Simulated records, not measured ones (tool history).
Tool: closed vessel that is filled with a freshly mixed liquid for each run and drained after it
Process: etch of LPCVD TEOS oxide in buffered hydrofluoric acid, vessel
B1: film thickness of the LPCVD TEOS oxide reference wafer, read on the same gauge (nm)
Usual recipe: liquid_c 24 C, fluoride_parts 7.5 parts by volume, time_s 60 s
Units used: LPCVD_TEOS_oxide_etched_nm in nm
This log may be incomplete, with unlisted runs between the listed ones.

{"run": 1, "hour": 0.0, "liquid_c": 24, "fluoride_parts": 7.5, "time_s": 60, "B1": 49.98, "LPCVD_TEOS_oxide_etched_nm": 456.35}
{"run": 2, "hour": 55.9, "liquid_c": 24, "fluoride_parts": 7.5, "time_s": 60, "B1": 50.02, "LPCVD_TEOS_oxide_etched_nm": 465.82}
{"run": 3, "hour": 128.5, "liquid_c": 24, "fluoride_parts": 7.5, "time_s": 60, "B1": 49.97, "LPCVD_TEOS_oxide_etched_nm": 471.7}
{"run": 4, "hour": 187.5, "liquid_c": 22.5, "fluoride_parts": 7.5, "time_s": 60, "B1": 50.01, "LPCVD_TEOS_oxide_etched_nm": 440.14}
{"hour": 272.0, "done": "thermometer replaced"}
{"run": 5, "hour": 281.5, "liquid_c": 22.5, "fluoride_parts": 7.5, "time_s": 60, "B1": 50, "LPCVD_TEOS_oxide_etched_nm": 415.12}
{"run": 6, "hour": 362.8, "liquid_c": 22.5, "fluoride_parts": 7.5, "time_s": 60, "B1": 50.01, "LPCVD_TEOS_oxide_etched_nm": 422.12}
{"run": 7, "hour": 460.1, "liquid_c": 24, "fluoride_parts": 7.5, "time_s": 60, "B1": 49.99, "LPCVD_TEOS_oxide_etched_nm": 469.3}
{"run": 8, "hour": 522.2, "liquid_c": 24, "fluoride_parts": 7.5, "time_s": 60, "B1": 50.01, "LPCVD_TEOS_oxide_etched_nm": 475.88}
{"hour": 553.7, "done": "gauge calibrated"}
{"hour": 559.2, "done": "hydrofluoric acid flow meter replaced"}
{"run": 9, "hour": 597.4, "liquid_c": 24, "fluoride_parts": 7.5, "time_s": 60, "B1": 50, "LPCVD_TEOS_oxide_etched_nm": 443.11}
{"run": 10, "hour": 692.1, "liquid_c": 20.5, "fluoride_parts": 7.5, "time_s": 60, "B1": 50, "LPCVD_TEOS_oxide_etched_nm": 371.31}
{"hour": 796.6, "done": "thermometer replaced"}
{"run": 11, "hour": 797.5, "liquid_c": 24, "fluoride_parts": 7.5, "time_s": 60, "B1": 50, "LPCVD_TEOS_oxide_etched_nm": 431.66}
{"run": 12, "hour": 892.7, "liquid_c": 22.5, "fluoride_parts": 5, "time_s": 60, "B1": 50.01, "LPCVD_TEOS_oxide_etched_nm": 580.84}
{"run": 13, "hour": 979.0, "liquid_c": 24, "fluoride_parts": 7.5, "time_s": 35, "B1": 50.05, "LPCVD_TEOS_oxide_etched_nm": 269.03}
{"run": 14, "hour": 1020.1, "liquid_c": 27, "fluoride_parts": 6.5, "time_s": 30, "B1": 50, "LPCVD_TEOS_oxide_etched_nm": 306.15}
{"run": 15, "hour": 1095.8, "liquid_c": 28, "fluoride_parts": 10.5, "time_s": 70, "B1": 50.01, "LPCVD_TEOS_oxide_etched_nm": 488.85}
{"run": 16, "hour": 1141.9, "liquid_c": 24, "fluoride_parts": 7.5, "time_s": 60, "B1": 50.02, "LPCVD_TEOS_oxide_etched_nm": 476.53}
{"hour": 1197.9, "done": "hydrofluoric acid flow meter replaced"}
{"run": 17, "hour": 1235.6, "liquid_c": 24, "fluoride_parts": 7.5, "time_s": 85, "B1": 50.05, "LPCVD_TEOS_oxide_etched_nm": 639.79}
{"run": 18, "hour": 1306.9, "liquid_c": 27, "fluoride_parts": 7.5, "time_s": 60, "B1": 50.01, "LPCVD_TEOS_oxide_etched_nm": 537.82}
{"hour": 1331.5, "done": "gauge calibrated"}
{"hour": 1351.3, "done": "thermometer replaced"}
{"run": 19, "hour": 1503.3, "liquid_c": 19.5, "fluoride_parts": 6, "time_s": 30, "B1": 50.04, "LPCVD_TEOS_oxide_etched_nm": 209.78}
{"run": 20, "hour": 1563.9, "liquid_c": 22, "fluoride_parts": 9.5, "time_s": 85, "B1": 49.98, "LPCVD_TEOS_oxide_etched_nm": 450.99}

Below, some changes in LPCVD_TEOS_oxide_etched_nm between adjacent runs. For each, the amount present without the hidden state too (settings, incoming material, random variation) and the amount remaining for the hidden state with gauge scatter not shared by both compared results:
Hidden state present: liquid hotter than its thermometer reads (K); hydrofluoric acid flow above the setpoint (%); gauge reads high (%).
Run 8 -> 9: gauge calibrated, hydrofluoric acid flow meter replaced. LPCVD_TEOS_oxide_etched_nm -32.77 nm: hidden state -35.13, all else +2.36.
Run 12 -> 13: liquid_c 22.5 -> 24, fluoride_parts 5 -> 7.5, time_s 60 -> 35. LPCVD_TEOS_oxide_etched_nm -311.81 nm: hidden state -12.12, all else -299.69.
Run 18 -> 19: liquid_c 27 -> 19.5, fluoride_parts 7.5 -> 6, time_s 60 -> 30, gauge calibrated, thermometer replaced. LPCVD_TEOS_oxide_etched_nm -328.04 nm: hidden state -43.25, all else -284.79.
